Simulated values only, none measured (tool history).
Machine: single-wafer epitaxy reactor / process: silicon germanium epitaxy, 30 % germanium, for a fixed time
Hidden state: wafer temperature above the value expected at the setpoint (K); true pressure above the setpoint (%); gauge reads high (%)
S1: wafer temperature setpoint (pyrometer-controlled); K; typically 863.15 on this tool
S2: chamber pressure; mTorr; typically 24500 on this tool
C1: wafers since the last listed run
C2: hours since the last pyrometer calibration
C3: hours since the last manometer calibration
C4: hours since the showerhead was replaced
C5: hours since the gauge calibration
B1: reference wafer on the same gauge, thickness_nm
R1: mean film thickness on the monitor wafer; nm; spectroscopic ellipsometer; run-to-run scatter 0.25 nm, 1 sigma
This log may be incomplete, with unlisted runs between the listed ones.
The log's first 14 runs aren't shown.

{"run": 15, "hour": 1594.6, "S1": 863.15, "S2": 24500, "C1": 1067, "C2": 149.8, "C3": 2092.8, "C4": 509.7, "C5": 327.2, "B1": 50.911, "R1": 59.763}
{"hour": 1660.5, "done": "capacitance manometer re-zeroed and calibrated"}
{"run": 16, "hour": 1687.8, "S1": 863.15, "S2": 24500, "C1": 1249, "C2": 243.0, "C3": 27.3, "C4": 602.9, "C5": 420.4, "B1": 50.927, "R1": 60.396}
{"run": 17, "hour": 1810.5, "S1": 867.15, "S2": 21000, "C1": 1798, "C2": 365.7, "C3": 150.0, "C4": 725.6, "C5": 543.1, "B1": 50.901, "R1": 62.023}
{"run": 18, "hour": 1914.1, "S1": 876.15, "S2": 22700, "C1": 1518, "C2": 469.3, "C3": 253.6, "C4": 829.2, "C5": 646.7, "B1": 50.89, "R1": 76.748}
{"run": 19, "hour": 2015.8, "S1": 850.15, "S2": 28900, "C1": 1491, "C2": 571.0, "C3": 355.3, "C4": 930.9, "C5": 748.4, "B1": 50.926, "R1": 47.422}
{"run": 20, "hour": 2055.2, "S1": 850.15, "S2": 29500, "C1": 577, "C2": 610.4, "C3": 394.7, "C4": 970.3, "C5": 787.8, "B1": 50.894, "R1": 48.198}
{"run": 21, "hour": 2145.4, "S1": 875.15, "S2": 24500, "C1": 1322, "C2": 700.6, "C3": 484.9, "C4": 1060.5, "C5": 878.0, "B1": 50.905, "R1": 77.015}
{"run": 22, "hour": 2200.5, "S1": 872.15, "S2": 20600, "C1": 807, "C2": 755.7, "C3": 540.0, "C4": 1115.6, "C5": 933.1, "B1": 50.935, "R1": 68.567}
{"run": 23, "hour": 2294.2, "S1": 875.15, "S2": 27700, "C1": 1373, "C2": 849.4, "C3": 633.7, "C4": 1209.3, "C5": 1026.8, "B1": 50.88, "R1": 80.46}
{"run": 24, "hour": 2334.0, "S1": 863.15, "S2": 24500, "C1": 583, "C2": 889.2, "C3": 673.5, "C4": 1249.1, "C5": 1066.6, "B1": 50.876, "R1": 59.771}
{"run": 25, "hour": 2401.9, "S1": 863.15, "S2": 24500, "C1": 995, "C2": 957.1, "C3": 741.4, "C4": 1317.0, "C5": 1134.5, "B1": 50.905, "R1": 60.347}
{"run": 26, "hour": 2497.3, "S1": 873.15, "S2": 24500, "C1": 1398, "C2": 1052.5, "C3": 836.8, "C4": 1412.4, "C5": 1229.9, "B1": 50.913, "R1": 73.87}
{"run": 27, "hour": 2593.7, "S1": 863.15, "S2": 27200, "C1": 1413, "C2": 1148.9, "C3": 933.2, "C4": 1508.8, "C5": 1326.3, "B1": 50.886, "R1": 61.465}
{"run": 28, "hour": 2642.3, "S1": 863.15, "S2": 24500, "C1": 712, "C2": 1197.5, "C3": 981.8, "C4": 1557.4, "C5": 1374.9, "B1": 50.895, "R1": 60.101}
{"run": 29, "hour": 2745.2, "S1": 863.15, "S2": 24500, "C1": 1508, "C2": 1300.4, "C3": 1084.7, "C4": 1660.3, "C5": 1477.8, "B1": 50.889, "R1": 59.892}
{"run": 30, "hour": 2834.0, "S1": 867.15, "S2": 26400, "C1": 1301, "C2": 1389.2, "C3": 1173.5, "C4": 1749.1, "C5": 1566.6, "B1": 50.922, "R1": 66.706}
{"run": 31, "hour": 2937.6, "S1": 874.15, "S2": 19400, "C1": 1518, "C2": 1492.8, "C3": 1277.1, "C4": 1852.7, "C5": 1670.2, "B1": 50.911, "R1": 70.76}
{"run": 32, "hour": 3005.6, "S1": 853.15, "S2": 20900, "C1": 996, "C2": 1560.8, "C3": 1345.1, "C4": 1920.7, "C5": 1738.2, "B1": 50.921, "R1": 46.052}
{"run": 33, "hour": 3070.8, "S1": 863.15, "S2": 24500, "C1": 955, "C2": 1626.0, "C3": 1410.3, "C4": 1985.9, "C5": 1803.4, "B1": 50.909, "R1": 60.593}
{"run": 34, "hour": 3172.9, "S1": 863.15, "S2": 24500, "C1": 1496, "C2": 1728.1, "C3": 1512.4, "C4": 2088.0, "C5": 1905.5, "B1": 50.938, "R1": 59.491}

Alternative continuations, all from the tool just after run 34; predict every row:
{"run": "A", "hour": 3173.3, "S1": 863.15, "S2": 24500, "C1": 5, "C2": 1728.5, "C3": 1512.8, "C4": 2088.4, "C5": 1905.9, "B1": "?", "R1": "?"}
{"run": "B", "hour": 3173.3, "S1": 876.15, "S2": 20600, "C1": 5, "C2": 1728.5, "C3": 1512.8, "C4": 2088.4, "C5": 1905.9, "B1": "?", "R1": "?"}
{"run": "C", "hour": 3173.3, "S1": 867.15, "S2": 29000, "C1": 5, "C2": 1728.5, "C3": 1512.8, "C4": 2088.4, "C5": 1905.9, "B1": "?", "R1": "?"}
{"run": "D", "hour": 3173.3, "S1": 856.15, "S2": 30200, "C1": 5, "C2": 1728.5, "C3": 1512.8, "C4": 2088.4, "C5": 1905.9, "B1": "?", "R1": "?"}
{"run": "E", "hour": 3173.3, "S1": 851.15, "S2": 19700, "C1": 5, "C2": 1728.5, "C3": 1512.8, "C4": 2088.4, "C5": 1905.9, "B1": "?", "R1": "?"}

run=A B1=50.886 R1=60.256
run=B B1=50.886 R1=75.041
run=C B1=50.886 R1=69.188
run=D B1=50.886 R1=55.402
run=E B1=50.886 R1=43.493
With the hidden condition removed and each run's random variation left untouched, the same runs would have given:
run=A R1=60.256
run=B R1=75.041
run=C R1=69.188
run=D R1=55.402
run=E R1=43.493

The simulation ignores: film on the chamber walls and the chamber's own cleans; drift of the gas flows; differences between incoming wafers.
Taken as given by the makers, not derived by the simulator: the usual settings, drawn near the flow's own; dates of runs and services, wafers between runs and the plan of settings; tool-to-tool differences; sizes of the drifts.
